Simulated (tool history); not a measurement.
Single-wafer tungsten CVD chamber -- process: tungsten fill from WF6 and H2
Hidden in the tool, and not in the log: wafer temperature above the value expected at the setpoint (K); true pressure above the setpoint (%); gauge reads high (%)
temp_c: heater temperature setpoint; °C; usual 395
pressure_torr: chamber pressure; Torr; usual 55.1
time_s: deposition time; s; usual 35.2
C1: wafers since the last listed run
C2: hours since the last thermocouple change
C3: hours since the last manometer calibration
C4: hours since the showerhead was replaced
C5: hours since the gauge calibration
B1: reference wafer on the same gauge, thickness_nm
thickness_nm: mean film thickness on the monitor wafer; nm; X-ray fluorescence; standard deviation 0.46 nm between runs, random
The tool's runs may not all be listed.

run 1 hour=0.0 | temp_c=395 pressure_torr=45.4 time_s=35.2 | C1=0 C2=2329.6 C3=1035.9 C4=7151.9 C5=335.1 | B1=127.260 | thickness_nm=104.747
run 2 hour=16.7 | temp_c=395 pressure_torr=55.1 time_s=35.2 | C1=473 C2=2346.3 C3=1052.6 C4=7168.6 C5=351.8 | B1=126.998 | thickness_nm=114.200
run 3 hour=30.8 | temp_c=395 pressure_torr=55.1 time_s=35.2 | C1=399 C2=2360.4 C3=1066.7 C4=7182.7 C5=365.9 | B1=127.012 | thickness_nm=113.816
run 4 hour=45.6 | temp_c=395 pressure_torr=55.1 time_s=35.2 | C1=419 C2=2375.2 C3=1081.5 C4=7197.5 C5=380.7 | B1=126.918 | thickness_nm=114.129
run 5 hour=62.5 | temp_c=395 pressure_torr=55.1 time_s=35.2 | C1=479 C2=2392.1 C3=1098.4 C4=7214.4 C5=397.6 | B1=126.794 | thickness_nm=114.138
run 6 hour=86.4 | temp_c=395 pressure_torr=55.1 time_s=35.2 | C1=677 C2=2416.0 C3=1122.3 C4=7238.3 C5=421.5 | B1=127.242 | thickness_nm=113.633
run 7 hour=119.7 | temp_c=395 pressure_torr=55.1 time_s=35.2 | C1=943 C2=2449.3 C3=1155.6 C4=7271.6 C5=454.8 | B1=126.885 | thickness_nm=113.716
run 8 hour=146.4 | temp_c=395 pressure_torr=55.1 time_s=35.2 | C1=756 C2=2476.0 C3=1182.3 C4=7298.3 C5=481.5 | B1=127.002 | thickness_nm=113.732
run 9 hour=159.2 | temp_c=395 pressure_torr=55.1 time_s=35.2 | C1=362 C2=2488.8 C3=1195.1 C4=7311.1 C5=494.3 | B1=127.060 | thickness_nm=113.611
run 10 hour=175.9 | temp_c=395 pressure_torr=55.1 time_s=35.2 | C1=473 C2=2505.5 C3=1211.8 C4=7327.8 C5=511.0 | B1=126.921 | thickness_nm=113.645
run 11 hour=210.3 | temp_c=395 pressure_torr=55.1 time_s=35.2 | C1=975 C2=2539.9 C3=1246.2 C4=7362.2 C5=545.4 | B1=126.986 | thickness_nm=113.478
run 12 hour=225.4 | temp_c=395 pressure_torr=55.1 time_s=35.2 | C1=428 C2=2555.0 C3=1261.3 C4=7377.3 C5=560.5 | B1=127.037 | thickness_nm=113.500
-- hour=241.1 gauge calibrated
run 13 hour=332.7 | temp_c=395 pressure_torr=55.1 time_s=35.2 | C1=3041 C2=2662.3 C3=1368.6 C4=7484.6 C5=91.6 | B1=127.070 | thickness_nm=111.908
-- hour=349.8 capacitance manometer re-zeroed and calibrated
run 14 hour=350.3 | temp_c=383 pressure_torr=55.1 time_s=35.2 | C1=272 C2=2679.9 C3=0.5 C4=7502.2 C5=109.2 | B1=126.936 | thickness_nm=89.989
run 15 hour=365.2 | temp_c=395 pressure_torr=55.1 time_s=35.2 | C1=422 C2=2694.8 C3=15.4 C4=7517.1 C5=124.1 | B1=126.961 | thickness_nm=118.215
run 16 hour=383.8 | temp_c=388 pressure_torr=55.1 time_s=41.3 | C1=527 C2=2713.4 C3=34.0 C4=7535.7 C5=142.7 | B1=127.005 | thickness_nm=118.424
run 17 hour=416.3 | temp_c=395 pressure_torr=42.5 time_s=30.7 | C1=921 C2=2745.9 C3=66.5 C4=7568.2 C5=175.2 | B1=126.799 | thickness_nm=91.294
run 18 hour=445.5 | temp_c=410 pressure_torr=55.1 time_s=35.2 | C1=827 C2=2775.1 C3=95.7 C4=7597.4 C5=204.4 | B1=126.968 | thickness_nm=159.062
run 19 hour=475.1 | temp_c=405 pressure_torr=47.9 time_s=30.8 | C1=839 C2=2804.7 C3=125.3 C4=7627.0 C5=234.0 | B1=126.834 | thickness_nm=118.351

Forecast run 20:
-- hour=485.9 thermocouple changed; heater temperature recalibrated
run 20 hour=490.7 | temp_c=395 pressure_torr=55.1 time_s=35.2 | C1=215 C2=4.8 C3=140.9 C4=7642.6 C5=249.6 | B1=? | thickness_nm=?

{"run 20": {"B1": 126.954, "thickness_nm": 118.021}}
Without the tool's hidden state the same run would have given thickness_nm 118.235 nm.
